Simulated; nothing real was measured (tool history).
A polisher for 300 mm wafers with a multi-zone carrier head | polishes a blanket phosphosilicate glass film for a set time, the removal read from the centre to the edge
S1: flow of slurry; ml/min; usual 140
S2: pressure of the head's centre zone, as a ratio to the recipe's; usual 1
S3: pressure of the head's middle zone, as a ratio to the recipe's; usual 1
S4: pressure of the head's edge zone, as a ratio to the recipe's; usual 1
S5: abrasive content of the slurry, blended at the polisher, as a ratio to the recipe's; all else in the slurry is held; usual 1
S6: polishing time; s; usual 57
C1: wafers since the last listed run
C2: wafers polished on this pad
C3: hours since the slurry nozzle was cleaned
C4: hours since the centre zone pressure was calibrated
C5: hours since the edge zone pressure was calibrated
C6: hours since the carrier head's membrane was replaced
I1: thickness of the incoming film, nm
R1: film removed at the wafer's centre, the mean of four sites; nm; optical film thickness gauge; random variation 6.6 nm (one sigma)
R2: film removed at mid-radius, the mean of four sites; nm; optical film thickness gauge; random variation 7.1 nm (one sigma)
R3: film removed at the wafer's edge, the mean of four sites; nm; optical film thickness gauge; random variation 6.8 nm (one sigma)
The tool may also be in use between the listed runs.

| run | hour | S1 | S2 | S3 | S4 | S5 | S6 | C1 | C2 | C3 | C4 | C5 | C6 | I1 | R1 | R2 | R3 |
|---|---|---|---|---|---|---|---|---|---|---|---|---|---|---|---|---|---|
| 1 | 0 | 140 | 1 | 1.1 | 0.91 | 1 | 57 | 0 | 2273 | 45 | 251.9 | 1450.4 | 846.2 | 2011.9 | 573.9 | 603.5 | 536.3 |
| 2 | 18.7 | 105 | 1 | 1.1 | 1 | 1 | 57 | 192 | 2466 | 63.7 | 270.6 | 1469.1 | 864.9 | 1949.3 | 523.1 | 548.9 | 528.8 |
|  | 30.2 | worn pad replaced by a new one |
| 3 | 50.1 | 140 | 1.1 | 0.97 | 1 | 1 | 57 | 281 | 204 | 95.1 | 302 | 1500.5 | 896.3 | 1957.3 | 583 | 535 | 569.4 |
|  | 61.9 | centre zone pressure recalibrated |
| 4 | 84.3 | 140 | 1.09 | 1 | 1 | 1 | 57 | 330 | 535 | 129.3 | 22.4 | 1534.7 | 930.5 | 1971.6 | 573.1 | 547.2 | 560.1 |
| 5 | 103.2 | 140 | 1 | 1 | 1 | 1 | 57 | 194 | 729 | 148.2 | 41.3 | 1553.6 | 949.4 | 1978.7 | 553.5 | 536.8 | 571.9 |
| 6 | 117 | 140 | 1.06 | 0.93 | 1 | 1 | 57 | 141 | 871 | 162 | 55.1 | 1567.4 | 963.2 | 1992.1 | 564.1 | 517.5 | 551.6 |
|  | 119 | edge zone pressure recalibrated |
|  | 133.2 | carrier head's membrane replaced by a new one |
| 7 | 180.4 | 140 | 1 | 1.04 | 1 | 1 | 57 | 579 | 1451 | 225.4 | 118.5 | 61.4 | 47.2 | 1985.4 | 534.6 | 555.3 | 562.7 |
| 8 | 214.3 | 140 | 1 | 1 | 1 | 0.9 | 57 | 348 | 1799 | 259.3 | 152.4 | 95.3 | 81.1 | 1983 | 487 | 487.4 | 507.9 |
| 9 | 250.3 | 140 | 1 | 1 | 1 | 1 | 57 | 370 | 2169 | 295.3 | 188.4 | 131.3 | 117.1 | 1957.9 | 537.1 | 535 | 550.4 |
| 10 | 277.8 | 110 | 1 | 1 | 1 | 1 | 57 | 282 | 2452 | 322.8 | 215.9 | 158.8 | 144.6 | 1960.4 | 491.1 | 499.9 | 529.6 |
|  | 288.4 | worn pad replaced by a new one |
| 11 | 313.1 | 140 | 1 | 1 | 1 | 1 | 57 | 321 | 253 | 358.1 | 251.2 | 194.1 | 179.9 | 1954.4 | 531.4 | 527.8 | 543.5 |
| 12 | 326.8 | 155 | 1 | 1 | 1.07 | 1 | 57 | 140 | 394 | 371.8 | 264.9 | 207.8 | 193.6 | 1984.6 | 537.6 | 542.1 | 554.6 |
| 13 | 353.2 | 140 | 1 | 1 | 0.96 | 1 | 57 | 271 | 665 | 398.2 | 291.3 | 234.2 | 220 | 1986.1 | 506.9 | 509.3 | 529 |
| 14 | 389 | 140 | 1 | 1 | 1 | 1.15 | 57 | 368 | 1033 | 434 | 327.1 | 270 | 255.8 | 1957.8 | 548.2 | 548.4 | 599.8 |
|  | 400.9 | slurry nozzle cleaned |
| 15 | 401.5 | 140 | 1.09 | 1 | 0.95 | 1 | 57 | 118 | 1151 | 0.6 | 339.6 | 282.5 | 268.3 | 1982.1 | 612.3 | 570.9 | 547 |
|  | 413.9 | centre zone pressure recalibrated |
| 16 | 431.8 | 140 | 1 | 1 | 1 | 1 | 57 | 290 | 1442 | 30.9 | 17.9 | 312.8 | 298.6 | 1982.2 | 568 | 552 | 569.2 |
| 17 | 448.3 | 140 | 1 | 1 | 1 | 1 | 57 | 169 | 1612 | 47.4 | 34.4 | 329.3 | 315.1 | 2012.4 | 563.8 | 559.8 | 568.4 |
| 18 | 481.2 | 140 | 0.96 | 1.09 | 0.94 | 1 | 75 | 338 | 1950 | 80.3 | 67.3 | 362.2 | 348 | 1991.4 | 721 | 798.9 | 724.4 |
| 19 | 509.7 | 140 | 1 | 1 | 0.93 | 1 | 57 | 292 | 2243 | 108.8 | 95.8 | 390.7 | 376.5 | 1957.9 | 553.8 | 557.9 | 549 |
| 20 | 524.3 | 140 | 1 | 1 | 1 | 1 | 57 | 150 | 2393 | 123.4 | 110.4 | 405.3 | 391.1 | 2009.5 | 550.5 | 551.9 | 560.6 |
|  | 544 | worn pad replaced by a new one |
| 21 | 548.2 | 140 | 0.9 | 1 | 0.89 | 1 | 73 | 204 | 43 | 147.3 | 134.3 | 429.2 | 415 | 1960.7 | 673.4 | 698.8 | 669.2 |

Hidden state or all else? Some run-to-run changes of R1, split into what the settings, what came in and random variation would give without the hidden state, and what is left for the hidden state (with any gauge scatter that isn't in both results):
The hidden state here: removal rate lost through wear of the pad, %; slurry flow missing at the pad, %; deviation of the centre zone's pressure from its setpoint, %; deviation of the edge zone's pressure from its setpoint, %.
Run 13 -> 14: S4 0.96 -> 1, S5 1 -> 1.15. R1 +41.3 nm: hidden state -15.6, all else +56.9.
Run 14 -> 15: S2 1 -> 1.09, S4 1 -> 0.95, S5 1.15 -> 1, slurry nozzle cleaned. R1 +64.1 nm: hidden state +75.1, all else -11.
Run 17 -> 18: S2 1 -> 0.96, S3 1 -> 1.09, S4 1 -> 0.94, S6 57 -> 75. R1 +157.2 nm: hidden state -9.7, all else +166.9.
Run 18 -> 19: S2 0.96 -> 1, S3 1.09 -> 1, S4 0.94 -> 0.93, S6 75 -> 57. R1 -167.2 nm: hidden state +1.8, all else -169.
